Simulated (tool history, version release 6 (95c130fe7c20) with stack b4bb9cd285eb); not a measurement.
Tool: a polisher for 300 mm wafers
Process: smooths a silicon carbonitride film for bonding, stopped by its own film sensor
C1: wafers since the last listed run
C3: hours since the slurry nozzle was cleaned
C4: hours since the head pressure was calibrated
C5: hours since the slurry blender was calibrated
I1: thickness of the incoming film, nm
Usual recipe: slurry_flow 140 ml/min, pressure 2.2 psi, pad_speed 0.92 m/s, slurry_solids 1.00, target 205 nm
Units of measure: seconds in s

{"run": 1, "hour": 0.0, "slurry_flow": 140, "pressure": 1.9, "pad_speed": 0.92, "slurry_solids": 1.0, "target": 205, "C1": 0, "wafers polished on this pad": 420, "C3": 233.0, "C4": 486.2, "C5": 165.8, "I1": 238.0, "seconds": 152.0}
{"run": 2, "hour": 8.1, "slurry_flow": 140, "pressure": 2.0, "pad_speed": 0.92, "slurry_solids": 1.0, "target": 205, "C1": 58, "wafers polished on this pad": 479, "C3": 241.1, "C4": 494.3, "C5": 173.9, "I1": 241.0, "seconds": 161.9}
{"hour": 10.0, "done": "slurry nozzle cleaned"}
{"run": 3, "hour": 22.2, "slurry_flow": 140, "pressure": 2.2, "pad_speed": 0.92, "slurry_solids": 1.0, "target": 205, "C1": 94, "wafers polished on this pad": 574, "C3": 12.2, "C4": 508.4, "C5": 188.0, "I1": 242.2, "seconds": 139.9}
{"run": 4, "hour": 40.0, "slurry_flow": 140, "pressure": 2.2, "pad_speed": 0.92, "slurry_solids": 1.0, "target": 205, "C1": 128, "wafers polished on this pad": 702, "C3": 30.0, "C4": 526.2, "C5": 205.8, "I1": 241.1, "seconds": 137.4}
{"run": 5, "hour": 47.0, "slurry_flow": 140, "pressure": 2.2, "pad_speed": 0.92, "slurry_solids": 1.0, "target": 205, "C1": 50, "wafers polished on this pad": 753, "C3": 37.0, "C4": 533.2, "C5": 212.8, "I1": 237.8, "seconds": 126.4}
{"run": 6, "hour": 62.9, "slurry_flow": 140, "pressure": 2.2, "pad_speed": 0.92, "slurry_solids": 1.0, "target": 205, "C1": 115, "wafers polished on this pad": 868, "C3": 52.9, "C4": 549.1, "C5": 228.7, "I1": 241.2, "seconds": 141.2}
{"run": 7, "hour": 70.0, "slurry_flow": 140, "pressure": 2.2, "pad_speed": 0.92, "slurry_solids": 1.0, "target": 205, "C1": 51, "wafers polished on this pad": 920, "C3": 60.0, "C4": 556.2, "C5": 235.8, "I1": 238.1, "seconds": 129.7}
{"run": 8, "hour": 82.6, "slurry_flow": 140, "pressure": 2.2, "pad_speed": 0.92, "slurry_solids": 1.0, "target": 205, "C1": 91, "wafers polished on this pad": 1011, "C3": 72.6, "C4": 568.8, "C5": 248.4, "I1": 241.8, "seconds": 146.7}
{"run": 9, "hour": 89.9, "slurry_flow": 140, "pressure": 2.2, "pad_speed": 0.92, "slurry_solids": 1.0, "target": 205, "C1": 52, "wafers polished on this pad": 1064, "C3": 79.9, "C4": 576.1, "C5": 255.7, "I1": 238.0, "seconds": 130.5}
{"run": 10, "hour": 125.0, "slurry_flow": 140, "pressure": 2.2, "pad_speed": 0.92, "slurry_solids": 1.0, "target": 205, "C1": 254, "wafers polished on this pad": 1318, "C3": 115.0, "C4": 611.2, "C5": 290.8, "I1": 240.9, "seconds": 141.8}
{"run": 11, "hour": 131.6, "slurry_flow": 140, "pressure": 2.2, "pad_speed": 0.92, "slurry_solids": 1.0, "target": 205, "C1": 47, "wafers polished on this pad": 1366, "C3": 121.6, "C4": 617.8, "C5": 297.4, "I1": 241.3, "seconds": 144.7}
{"run": 12, "hour": 138.5, "slurry_flow": 140, "pressure": 2.2, "pad_speed": 0.92, "slurry_solids": 1.0, "target": 205, "C1": 49, "wafers polished on this pad": 1416, "C3": 128.5, "C4": 624.7, "C5": 304.3, "I1": 240.1, "seconds": 142.1}
{"run": 13, "hour": 148.0, "slurry_flow": 140, "pressure": 2.2, "pad_speed": 0.92, "slurry_solids": 1.0, "target": 205, "C1": 68, "wafers polished on this pad": 1484, "C3": 138.0, "C4": 634.2, "C5": 313.8, "I1": 239.2, "seconds": 140.2}
{"hour": 152.6, "done": "worn pad replaced by a new one"}
{"run": 14, "hour": 159.1, "slurry_flow": 140, "pressure": 2.2, "pad_speed": 0.92, "slurry_solids": 1.0, "target": 205, "C1": 51, "wafers polished on this pad": 46, "C3": 149.1, "C4": 645.3, "C5": 324.9, "I1": 240.4, "seconds": 146.5}
{"run": 15, "hour": 168.2, "slurry_flow": 140, "pressure": 2.2, "pad_speed": 0.92, "slurry_solids": 1.0, "target": 205, "C1": 65, "wafers polished on this pad": 112, "C3": 158.2, "C4": 654.4, "C5": 334.0, "I1": 240.1, "seconds": 144.7}
{"run": 16, "hour": 182.6, "slurry_flow": 140, "pressure": 2.2, "pad_speed": 0.6, "slurry_solids": 1.0, "target": 205, "C1": 104, "wafers polished on this pad": 216, "C3": 172.6, "C4": 668.8, "C5": 348.4, "I1": 242.7, "seconds": 220.5}
{"hour": 193.1, "done": "slurry blender recalibrated"}
{"run": 17, "hour": 194.0, "slurry_flow": 140, "pressure": 2.2, "pad_speed": 0.92, "slurry_solids": 1.0, "target": 205, "C1": 68, "wafers polished on this pad": 284, "C3": 184.0, "C4": 680.2, "C5": 0.9, "I1": 240.3, "seconds": 135.4}
{"run": 18, "hour": 203.4, "slurry_flow": 140, "pressure": 2.2, "pad_speed": 1.04, "slurry_solids": 1.0, "target": 205, "C1": 68, "wafers polished on this pad": 353, "C3": 193.4, "C4": 689.6, "C5": 10.3, "I1": 236.9, "seconds": 109.8}
{"run": 19, "hour": 209.8, "slurry_flow": 140, "pressure": 2.2, "pad_speed": 0.92, "slurry_solids": 1.0, "target": 205, "C1": 46, "wafers polished on this pad": 399, "C3": 199.8, "C4": 696.0, "C5": 16.7, "I1": 240.2, "seconds": 135.8}
{"run": 20, "hour": 225.9, "slurry_flow": 110, "pressure": 2.2, "pad_speed": 0.92, "slurry_solids": 1.2, "target": 201, "C1": 116, "wafers polished on this pad": 515, "C3": 215.9, "C4": 712.1, "C5": 32.8, "I1": 243.2, "seconds": 163.2}
{"run": 21, "hour": 238.3, "slurry_flow": 140, "pressure": 2.2, "pad_speed": 0.92, "slurry_solids": 1.0, "target": 205, "C1": 89, "wafers polished on this pad": 605, "C3": 228.3, "C4": 724.5, "C5": 45.2, "I1": 238.4, "seconds": 131.0}
{"run": 22, "hour": 251.7, "slurry_flow": 140, "pressure": 2.2, "pad_speed": 0.7, "slurry_solids": 1.0, "target": 205, "C1": 97, "wafers polished on this pad": 702, "C3": 241.7, "C4": 737.9, "C5": 58.6, "I1": 236.6, "seconds": 158.3}
{"hour": 258.2, "done": "slurry nozzle cleaned"}
{"hour": 259.6, "done": "head pressure recalibrated"}
{"run": 23, "hour": 260.1, "slurry_flow": 100, "pressure": 2.2, "pad_speed": 1.16, "slurry_solids": 1.0, "target": 205, "C1": 44, "wafers polished on this pad": 746, "C3": 1.9, "C4": 0.5, "C5": 67.0, "I1": 238.2, "seconds": 105.2}
{"run": 24, "hour": 274.2, "slurry_flow": 140, "pressure": 1.8, "pad_speed": 0.76, "slurry_solids": 1.3, "target": 209, "C1": 102, "wafers polished on this pad": 848, "C3": 16.0, "C4": 14.6, "C5": 81.1, "I1": 241.2, "seconds": 151.7}
{"run": 25, "hour": 291.6, "slurry_flow": 140, "pressure": 2.7, "pad_speed": 0.72, "slurry_solids": 1.2, "target": 209, "C1": 125, "wafers polished on this pad": 974, "C3": 33.4, "C4": 32.0, "C5": 98.5, "I1": 243.8, "seconds": 121.6}
{"run": 26, "hour": 305.6, "slurry_flow": 140, "pressure": 2.2, "pad_speed": 0.92, "slurry_solids": 1.0, "target": 205, "C1": 101, "wafers polished on this pad": 1076, "C3": 47.4, "C4": 46.0, "C5": 112.5, "I1": 243.7, "seconds": 143.9}
{"run": 27, "hour": 315.2, "slurry_flow": 140, "pressure": 1.8, "pad_speed": 1.24, "slurry_solids": 1.3, "target": 200, "C1": 69, "wafers polished on this pad": 1145, "C3": 57.0, "C4": 55.6, "C5": 122.1, "I1": 240.6, "seconds": 133.3}
{"run": 28, "hour": 323.5, "slurry_flow": 155, "pressure": 2.2, "pad_speed": 0.92, "slurry_solids": 0.85, "target": 205, "C1": 60, "wafers polished on this pad": 1205, "C3": 65.3, "C4": 63.9, "C5": 130.4, "I1": 236.9, "seconds": 128.1}
{"run": 29, "hour": 339.2, "slurry_flow": 140, "pressure": 2.2, "pad_speed": 0.92, "slurry_solids": 1.0, "target": 205, "C1": 113, "wafers polished on this pad": 1319, "C3": 81.0, "C4": 79.6, "C5": 146.1, "I1": 241.2, "seconds": 138.7}
{"run": 30, "hour": 352.5, "slurry_flow": 185, "pressure": 2.2, "pad_speed": 0.92, "slurry_solids": 1.0, "target": 205, "C1": 96, "wafers polished on this pad": 1415, "C3": 94.3, "C4": 92.9, "C5": 159.4, "I1": 243.1, "seconds": 142.5}
{"hour": 365.7, "done": "worn pad replaced by a new one"}
{"run": 31, "hour": 366.2, "slurry_flow": 140, "pressure": 2.2, "pad_speed": 1.04, "slurry_solids": 1.0, "target": 205, "C1": 70, "wafers polished on this pad": 3, "C3": 108.0, "C4": 106.6, "C5": 173.1, "I1": 241.7, "seconds": 132.7}

Alternative continuations, all from the tool just after run 31; predict every row:
{"run": "A", "hour": 366.7, "slurry_flow": 140, "pressure": 2.2, "pad_speed": 0.92, "slurry_solids": 1.2, "target": 205, "C1": 3, "wafers polished on this pad": 6, "C3": 108.5, "C4": 107.1, "C5": 173.6, "I1": 242.9, "seconds": "?"}
{"run": "B", "hour": 366.7, "slurry_flow": 95, "pressure": 2.2, "pad_speed": 0.92, "slurry_solids": 1.0, "target": 205, "C1": 3, "wafers polished on this pad": 6, "C3": 108.5, "C4": 107.1, "C5": 173.6, "I1": 242.9, "seconds": "?"}
{"run": "C", "hour": 366.7, "slurry_flow": 110, "pressure": 2.2, "pad_speed": 0.76, "slurry_solids": 1.0, "target": 205, "C1": 3, "wafers polished on this pad": 6, "C3": 108.5, "C4": 107.1, "C5": 173.6, "I1": 242.9, "seconds": "?"}

run=A seconds=138.5
run=B seconds=159.7
run=C seconds=180.6
What these runs would have given with no unlogged condition in the tool:
run=A seconds=119.6
run=B seconds=134.7
run=C seconds=153.4
